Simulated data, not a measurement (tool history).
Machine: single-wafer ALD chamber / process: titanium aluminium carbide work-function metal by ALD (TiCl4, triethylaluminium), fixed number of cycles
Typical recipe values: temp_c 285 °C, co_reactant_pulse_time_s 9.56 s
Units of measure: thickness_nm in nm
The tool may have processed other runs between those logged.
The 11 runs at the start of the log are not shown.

run   hour  temp_c  co_reactant_pulse_time_s  wafers since the last listed run  hours since the last thermocouple change  hours since the last triethylaluminium bottle change  hours since the showerhead was replaced  hours since the gauge calibration  read-back reference wafer on the same gauge, thickness_nm  thickness_nm
 12  320.3     285                      9.56                               350                                    1984.6                                                1352.5                                   3441.2                              666.4                                                      1.523         1.655
     320.5  -- gauge calibrated
 13  341.6     285                      9.56                               281                                    2005.9                                                1373.8                                   3462.5                               21.1                                                       1.52         1.661
 14  353.8     285                      9.56                               161                                    2018.1                                                  1386                                   3474.7                               33.3                                                      1.519          1.65
 15  387.3     280                     12.28                               442                                    2051.6                                                1419.5                                   3508.2                               66.8                                                      1.519         1.681
 16  412.3     285                      9.56                               330                                    2076.6                                                1444.5                                   3533.2                               91.8                                                      1.521         1.639
 17  428.7     276                     11.41                               216                                      2093                                                1460.9                                   3549.6                              108.2                                                       1.52         1.638
 18  457.8     297                     10.87                               384                                    2122.1                                                  1490                                   3578.7                              137.3                                                       1.52         1.751
 19  472.5     297                      7.71                               194                                    2136.8                                                1504.7                                   3593.4                                152                                                      1.523         1.589
     485.2  -- triethylaluminium bottle replaced
 20  485.7     285                      9.56                                68                                      2150                                                   0.5                                   3606.6                              165.2                                                       1.52         1.749
 21  507.9     285                      9.56                               293                                    2172.2                                                  22.7                                   3628.8                              187.4                                                      1.521         1.785
 22  524.7     280                     13.34                               221                                      2189                                                  39.5                                   3645.6                              204.2                                                      1.518          1.79
     561.8  -- showerhead replaced, of another model than before
 23  562.3     300                     11.14                               391                                    2226.6                                                  77.1                                      0.5                              241.8                                                      1.519         1.876
 24  589.6     285                     11.84                               360                                    2253.9                                                 104.4                                     27.8                              269.1                                                      1.518         1.785
     608.5  -- thermocouple changed; heater temperature recalibrated
 25    609     285                      6.77                               150                                       0.5                                                 123.8                                     47.2                              288.5                                                      1.521         1.731
 26  628.3     285                      9.56                               254                                      19.8                                                 143.1                                     66.5                              307.8                                                      1.521          1.77
 27  650.3     292                       7.9                               290                                      41.8                                                 165.1                                     88.5                              329.8                                                      1.519         1.802
 28  679.5     285                      9.56                               385                                        71                                                 194.3                                    117.7                                359                                                      1.519         1.762
 29  707.7     285                      9.56                               372                                      99.2                                                 222.5                                    145.9                              387.2                                                      1.519         1.777
 30  736.2     274                      6.87                               376                                     127.7                                                   251                                    174.4                              415.7                                                      1.518         1.656
 31  753.6     285                      9.56                               229                                     145.1                                                 268.4                                    191.8                              433.1                                                       1.52         1.787
 32  770.1     300                      7.43                               217                                     161.6                                                 284.9                                    208.3                              449.6                                                       1.52         1.859
 33  797.7     285                     11.55                               364                                     189.2                                                 312.5                                    235.9                              477.2                                                       1.52         1.796

Branching from run 33: 4 alternative next runs. What would each branch give?
  A  798.1     297                      9.56                                 5                                     189.6                                                 312.9                                    236.3                              477.6                                                          ?             ?
  B  798.1     285                     11.32                                 5                                     189.6                                                 312.9                                    236.3                              477.6                                                          ?             ?
  C  798.1     281                     10.94                                 5                                     189.6                                                 312.9                                    236.3                              477.6                                                          ?             ?
  D  798.1     271                      8.09                                 5                                     189.6                                                 312.9                                    236.3                              477.6                                                          ?             ?

run  read-back reference wafer on the same gauge, thickness_nm  thickness_nm
  A                                                      1.522         1.839
  B                                                      1.522         1.771
  C                                                      1.522         1.739
  D                                                      1.522         1.637
Stripped of hidden state, with their random variation kept, the same runs would have yielded:
run  thickness_nm
  A         1.842
  B         1.774
  C         1.742
  D         1.641
